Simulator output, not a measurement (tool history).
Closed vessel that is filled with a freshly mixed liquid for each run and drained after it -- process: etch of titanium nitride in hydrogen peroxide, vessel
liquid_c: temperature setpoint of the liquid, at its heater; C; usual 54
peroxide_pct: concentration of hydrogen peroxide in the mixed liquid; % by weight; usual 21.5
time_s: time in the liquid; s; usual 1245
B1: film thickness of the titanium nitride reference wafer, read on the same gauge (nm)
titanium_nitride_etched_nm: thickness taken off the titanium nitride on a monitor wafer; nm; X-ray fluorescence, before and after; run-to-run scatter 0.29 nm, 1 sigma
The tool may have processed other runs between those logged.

run 1 day=0 | liquid_c=51 peroxide_pct=21.5 time_s=1245 | B1=50.01 | titanium_nitride_etched_nm=53.29
run 2 day=0.638 | liquid_c=51 peroxide_pct=21.5 time_s=1245 | B1=49.99 | titanium_nitride_etched_nm=53.09
run 3 day=1.312 | liquid_c=57.5 peroxide_pct=18 time_s=1245 | B1=49.98 | titanium_nitride_etched_nm=80.35
run 4 day=1.646 | liquid_c=57.5 peroxide_pct=18 time_s=1245 | B1=50 | titanium_nitride_etched_nm=80.97
run 5 day=1.988 | liquid_c=54 peroxide_pct=21.5 time_s=1425 | B1=50.01 | titanium_nitride_etched_nm=74.77
run 6 day=2.467 | liquid_c=54 peroxide_pct=21.5 time_s=1245 | B1=50 | titanium_nitride_etched_nm=65.96
run 7 day=2.858 | liquid_c=54 peroxide_pct=21.5 time_s=1245 | B1=49.99 | titanium_nitride_etched_nm=65.57
run 8 day=3.217 | liquid_c=54 peroxide_pct=21.5 time_s=1245 | B1=49.97 | titanium_nitride_etched_nm=66.05
run 9 day=3.962 | liquid_c=54 peroxide_pct=26.5 time_s=1245 | B1=50.01 | titanium_nitride_etched_nm=69.03
run 10 day=4.542 | liquid_c=54 peroxide_pct=26.5 time_s=1245 | B1=49.98 | titanium_nitride_etched_nm=69.09
run 11 day=5.183 | liquid_c=54 peroxide_pct=21.5 time_s=1245 | B1=50 | titanium_nitride_etched_nm=65.74
run 12 day=5.692 | liquid_c=54 peroxide_pct=21.5 time_s=1245 | B1=49.99 | titanium_nitride_etched_nm=66.67
run 13 day=6.008 | liquid_c=54 peroxide_pct=21.5 time_s=1020 | B1=50.03 | titanium_nitride_etched_nm=54.1
run 14 day=6.371 | liquid_c=54 peroxide_pct=21.5 time_s=1245 | B1=50.01 | titanium_nitride_etched_nm=66.4
run 15 day=6.917 | liquid_c=54 peroxide_pct=21.5 time_s=1245 | B1=49.99 | titanium_nitride_etched_nm=65.83
run 16 day=7.542 | liquid_c=58 peroxide_pct=18 time_s=1730 | B1=50 | titanium_nitride_etched_nm=116.16
run 17 day=8.171 | liquid_c=62 peroxide_pct=27 time_s=1945 | B1=50 | titanium_nitride_etched_nm=187.21
run 18 day=8.825 | liquid_c=54 peroxide_pct=21.5 time_s=940 | B1=49.98 | titanium_nitride_etched_nm=50.3
run 19 day=9.238 | liquid_c=51 peroxide_pct=21.5 time_s=1245 | B1=50 | titanium_nitride_etched_nm=54.26
run 20 day=9.525 | liquid_c=54 peroxide_pct=18 time_s=1245 | B1=49.98 | titanium_nitride_etched_nm=63.89
run 21 day=11.517 | liquid_c=63.5 peroxide_pct=21.5 time_s=1620 | B1=50 | titanium_nitride_etched_nm=164.99
run 22 day=12.021 | liquid_c=54 peroxide_pct=21.5 time_s=1245 | B1=50 | titanium_nitride_etched_nm=56.31
run 23 day=13.462 | liquid_c=54 peroxide_pct=16 time_s=840 | B1=49.98 | titanium_nitride_etched_nm=35.52
run 24 day=13.721 | liquid_c=60 peroxide_pct=21.5 time_s=1545 | B1=50.01 | titanium_nitride_etched_nm=105.93
run 25 day=14.212 | liquid_c=54 peroxide_pct=21.5 time_s=1245 | B1=49.99 | titanium_nitride_etched_nm=55.82
run 26 day=14.867 | liquid_c=48.5 peroxide_pct=21.5 time_s=1245 | B1=50 | titanium_nitride_etched_nm=38.33
run 27 day=15.258 | liquid_c=54 peroxide_pct=21.5 time_s=1245 | B1=50.01 | titanium_nitride_etched_nm=56.12
run 28 day=15.775 | liquid_c=54 peroxide_pct=21.5 time_s=1245 | B1=50.01 | titanium_nitride_etched_nm=56.31
run 29 day=16.212 | liquid_c=45 peroxide_pct=21.5 time_s=1025 | B1=50 | titanium_nitride_etched_nm=24.23
run 30 day=16.717 | liquid_c=61.5 peroxide_pct=21.5 time_s=665 | B1=50.01 | titanium_nitride_etched_nm=50.41

Not shown here: 4 entries made in the log between runs. Locate each between two listed runs and compare the hidden state at the listed run before it with the hidden state at the listed run after it:
Runs 10 to 11: peroxide flow meter replaced (day 5.167)
  liquid hotter than its thermometer reads (K): 2.74 -> 2.75
  measured value less the no-hidden-state value, titanium_nitride_etched_nm: +12.04 -> +11.5 nm
Runs 17 to 18: new drum of peroxide connected (day 8.788)
  liquid hotter than its thermometer reads (K): 2.82 -> 2.83
  measured value less the no-hidden-state value, titanium_nitride_etched_nm: +32.05 -> +9.03 nm
Runs 20 to 21: gauge calibrated (day 11.096)
  liquid hotter than its thermometer reads (K): 2.85 -> 2.89
  measured value less the no-hidden-state value, titanium_nitride_etched_nm: +11.54 -> +28.65 nm
Runs 21 to 22: thermometer replaced (day 11.962)
  liquid hotter than its thermometer reads (K): 2.89 -> 0.423
  measured value less the no-hidden-state value, titanium_nitride_etched_nm: +28.65 -> +1.64 nm
